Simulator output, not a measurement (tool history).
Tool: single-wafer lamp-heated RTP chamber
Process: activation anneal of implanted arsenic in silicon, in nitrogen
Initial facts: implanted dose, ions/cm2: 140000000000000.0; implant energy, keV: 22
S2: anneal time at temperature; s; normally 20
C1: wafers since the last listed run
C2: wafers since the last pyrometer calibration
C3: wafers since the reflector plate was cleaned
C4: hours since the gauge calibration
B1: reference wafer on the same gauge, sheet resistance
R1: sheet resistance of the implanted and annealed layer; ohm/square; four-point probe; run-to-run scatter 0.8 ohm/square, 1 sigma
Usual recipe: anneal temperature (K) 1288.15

Run 1, hour 0.0: usual settings but S2 15 s; C1 0; C2 4796; C3 2927; C4 420.4; B1 608.62. Result: R1 532.96 ohm/square.
Run 2, hour 61.5: usual settings; C1 752; C2 5549; C3 3680; C4 481.9; B1 609.04. Result: R1 534.04 ohm/square.
At hour 117.9: pyrometer window cleaned and pyrometer calibrated.
Run 3, hour 155.4: usual settings; C1 1051; C2 459; C3 4731; C4 575.8; B1 609.09. Result: R1 533.43 ohm/square.
At hour 208.3: reflector plate cleaned.
Run 4, hour 208.8: usual settings; C1 555; C2 1015; C3 5; C4 629.2; B1 609.13. Result: R1 533.57 ohm/square.
Run 5, hour 271.1: usual settings; C1 762; C2 1777; C3 768; C4 691.5; B1 609.39. Result: R1 532.99 ohm/square.
Run 6, hour 372.5: usual settings; C1 1241; C2 3018; C3 2009; C4 792.9; B1 610.01. Result: R1 534.38 ohm/square.
Run 7, hour 451.6: usual settings; C1 968; C2 3987; C3 2977; C4 872.0; B1 610.26. Result: R1 533.40 ohm/square.
At hour 644.1: reflector plate cleaned.
At hour 705.0: pyrometer window cleaned and pyrometer calibrated.
Run 8, hour 741.9: usual settings but anneal temperature (K) 1301.15; C1 3357; C2 452; C3 1099; C4 1162.3; B1 611.48. Result: R1 533.14 ohm/square.
Run 9, hour 811.0: usual settings but anneal temperature (K) 1301.15; C1 845; C2 1297; C3 1945; C4 1231.4; B1 612.18. Result: R1 534.52 ohm/square.
Run 10, hour 906.0: usual settings; C1 1162; C2 2460; C3 3108; C4 1326.4; B1 612.71. Result: R1 536.98 ohm/square.
Run 11, hour 976.0: usual settings; C1 856; C2 3317; C3 3964; C4 1396.4; B1 613.13. Result: R1 537.03 ohm/square.
Run 12, hour 1039.7: usual settings but anneal temperature (K) 1307.15, S2 10 s; C1 779; C2 4097; C3 4744; C4 1460.1; B1 613.40. Result: R1 538.06 ohm/square.
At hour 1065.0: reflector plate cleaned.
Run 13, hour 1095.8: usual settings but anneal temperature (K) 1276.15, S2 8 s; C1 588; C2 4686; C3 376; C4 1516.2; B1 614.18. Result: R1 540.82 ohm/square.
At hour 1125.9: gauge calibrated.
Run 14, hour 1167.0: usual settings but anneal temperature (K) 1303.15, S2 30 s; C1 871; C2 5557; C3 1248; C4 41.1; B1 608.21. Result: R1 526.99 ohm/square.
Run 15, hour 1219.3: usual settings; C1 640; C2 6197; C3 1888; C4 93.4; B1 607.82. Result: R1 530.87 ohm/square.
Run 16, hour 1271.8: usual settings but S2 17 s; C1 642; C2 6840; C3 2530; C4 145.9; B1 607.90. Result: R1 533.05 ohm/square.
At hour 1289.2: pyrometer window cleaned and pyrometer calibrated.
Run 17, hour 1330.7: usual settings but anneal temperature (K) 1261.15, S2 29 s; C1 623; C2 507; C3 3153; C4 204.8; B1 608.31. Result: R1 533.14 ohm/square.
Run 18, hour 1408.9: usual settings; C1 957; C2 1465; C3 4111; C4 283.0; B1 607.89. Result: R1 532.64 ohm/square.
Run 19, hour 1497.2: usual settings but anneal temperature (K) 1266.15, S2 11 s; C1 1080; C2 2546; C3 5191; C4 371.3; B1 608.32. Result: R1 535.27 ohm/square.
Run 20, hour 1555.8: usual settings; C1 717; C2 3263; C3 5909; C4 429.9; B1 608.38. Result: R1 532.83 ohm/square.
Run 21, hour 1603.3: usual settings but anneal temperature (K) 1263.15; C1 581; C2 3844; C3 6490; C4 477.4; B1 608.32. Result: R1 534.35 ohm/square.
At hour 1612.6: reflector plate cleaned.
Run 22, hour 1641.4: usual settings but anneal temperature (K) 1280.15, S2 16 s; C1 368; C2 4213; C3 352; C4 515.5; B1 608.58. Result: R1 535.20 ohm/square.

Predict each of these 3 candidate next runs independently; none follows another, all start after run 22:
Run A, hour 1641.8: usual settings; C1 4; C2 4218; C3 357; C4 515.9; B1 ?. Result: R1 ?.
Run B, hour 1641.8: usual settings but anneal temperature (K) 1269.15, S2 10 s; C1 4; C2 4218; C3 357; C4 515.9; B1 ?. Result: R1 ?.
Run C, hour 1641.8: usual settings but anneal temperature (K) 1267.15; C1 4; C2 4218; C3 357; C4 515.9; B1 ?. Result: R1 ?.

run      B1      R1
  A  608.71  533.02
  B  608.71  536.53
  C  608.71  534.65
The same runs, with their run-to-run variation unchanged, on a tool lacking any hidden condition would have given:
run      R1
  A  532.46
  B  535.96
  C  534.09
